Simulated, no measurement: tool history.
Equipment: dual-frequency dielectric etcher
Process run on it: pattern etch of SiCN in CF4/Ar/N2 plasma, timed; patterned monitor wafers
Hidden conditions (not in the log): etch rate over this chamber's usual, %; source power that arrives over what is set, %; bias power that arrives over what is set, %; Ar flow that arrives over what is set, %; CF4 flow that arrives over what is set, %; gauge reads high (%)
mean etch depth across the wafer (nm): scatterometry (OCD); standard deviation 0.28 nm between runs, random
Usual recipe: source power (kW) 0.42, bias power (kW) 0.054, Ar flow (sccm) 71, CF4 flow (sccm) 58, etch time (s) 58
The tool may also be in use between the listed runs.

run	hour	source power (kW)	bias power (kW)	Ar flow (sccm)	CF4 flow (sccm)	etch time (s)	wafers since the last listed run	hours since the last wet clean	hours since the last source power generator calibration	hours since the last bias power generator calibration	hours since the last Ar flow controller change	hours since the last CF4 flow controller change	hours since the last upper electrode change	hours since the gauge calibration	read-back reference wafer on the same gauge, depth_nm	mean etch depth across the wafer (nm)
1	0	0.42	0.054	71	58	65.5	0	374.1	2403.6	3341.7	2959.6	1893.2	264.3	2516.9	41.66	50.39
2	83.2	0.46	0.054	55	63	41.5	720	457.3	2486.8	3424.9	3042.8	1976.4	347.5	2600.1	41.67	36.74
3	137	0.42	0.041	71	58	58	466	511.1	2540.6	3478.7	3096.6	2030.2	401.3	2653.9	41.69	40.87
4	243.8	0.38	0.06	66	58	58	925	617.9	2647.4	3585.5	3203.4	2137	508.1	2760.7	41.78	43.33
# hour 405.8: wet clean of the chamber
5	471.4	0.42	0.054	56	58	58	1763	65.6	2875	3813.1	3431	2364.6	735.7	2988.3	41.71	45.48
6	515.5	0.42	0.054	61	58	58	381	109.7	2919.1	3857.2	3475.1	2408.7	779.8	3032.4	41.64	45.27
# hour 600.2: gauge calibrated
7	617.4	0.42	0.063	61	47	58	882	211.6	3021	3959.1	3577	2510.6	881.7	17.2	41.63	46.53
# hour 623.7: source power generator calibrated
8	719.8	0.42	0.054	82	58	58	852	314	96.1	4061.5	3679.4	2613	984.1	119.6	41.74	43.38
9	776	0.42	0.054	71	50	58	486	370.2	152.3	4117.7	3735.6	2669.2	1040.3	175.8	41.73	43.83
10	844	0.51	0.067	60	58	74	589	438.2	220.3	4185.7	3803.6	2737.2	1108.3	243.8	41.68	74.58
# hour 922: Ar flow controller replaced
11	937.8	0.5	0.054	71	58	58	760	532	314.1	4279.5	15.8	2831	1202.1	337.6	41.69	51.95
# hour 1018.8: CF4 flow controller replaced
12	1035.5	0.39	0.054	71	58	67	794	629.7	411.8	4377.2	113.5	16.7	1299.8	435.3	41.72	49.06
# hour 1112.5: wet clean of the chamber
# hour 1147.4: bias power generator calibrated
13	1185.4	0.42	0.054	71	58	54.5	1055	72.9	561.7	38	263.4	166.6	1449.7	585.2	41.71	41.4
14	1288	0.42	0.054	71	58	58	888	175.5	664.3	140.6	366	269.2	1552.3	687.8	41.66	43.7
15	1351.9	0.35	0.054	71	58	62.5	553	239.4	728.2	204.5	429.9	333.1	1616.2	751.7	41.65	41.09
16	1452.4	0.42	0.054	71	58	54.5	870	339.9	828.7	305	530.4	433.6	1716.7	852.2	41.66	41.71
17	1510.3	0.42	0.045	71	58	58	501	397.8	886.6	362.9	588.3	491.5	1774.6	910.1	41.71	41.61
18	1591.4	0.42	0.054	71	67	58	702	478.9	967.7	444	669.4	572.6	1855.7	991.2	41.67	46.23
19	1649.7	0.42	0.054	71	58	58	504	537.2	1026	502.3	727.7	630.9	1914	1049.5	41.71	44.92
20	1700.7	0.42	0.054	71	58	58	441	588.2	1077	553.3	778.7	681.9	1965	1100.5	41.69	45.19
21	1790.4	0.42	0.054	71	58	58	776	677.9	1166.7	643	868.4	771.6	2054.7	1190.2	41.73	45.1
# hour 1900.1: wet clean of the chamber
22	1900.6	0.42	0.054	66	58	58	746	0.5	1276.9	753.2	978.6	881.8	2164.9	1300.4	41.7	44.34

Predict each of these 3 candidate next runs independently; none follows another, all start after run 22:
A	1901	0.35	0.054	71	58	58	3	0.9	1277.3	753.6	979	882.2	2165.3	1300.8	?	?
B	1901	0.42	0.054	71	58	66.5	3	0.9	1277.3	753.6	979	882.2	2165.3	1300.8	?	?
C	1901	0.42	0.054	71	68	58	3	0.9	1277.3	753.6	979	882.2	2165.3	1300.8	?	?

run	read-back reference wafer on the same gauge, depth_nm	mean etch depth across the wafer (nm)
A	41.76	38.08
B	41.76	50.79
C	41.76	45.43
The same runs, with their run-to-run variation unchanged, on a tool lacking any hidden condition would have given:
run	mean etch depth across the wafer (nm)
A	38.2
B	50.95
C	45.57
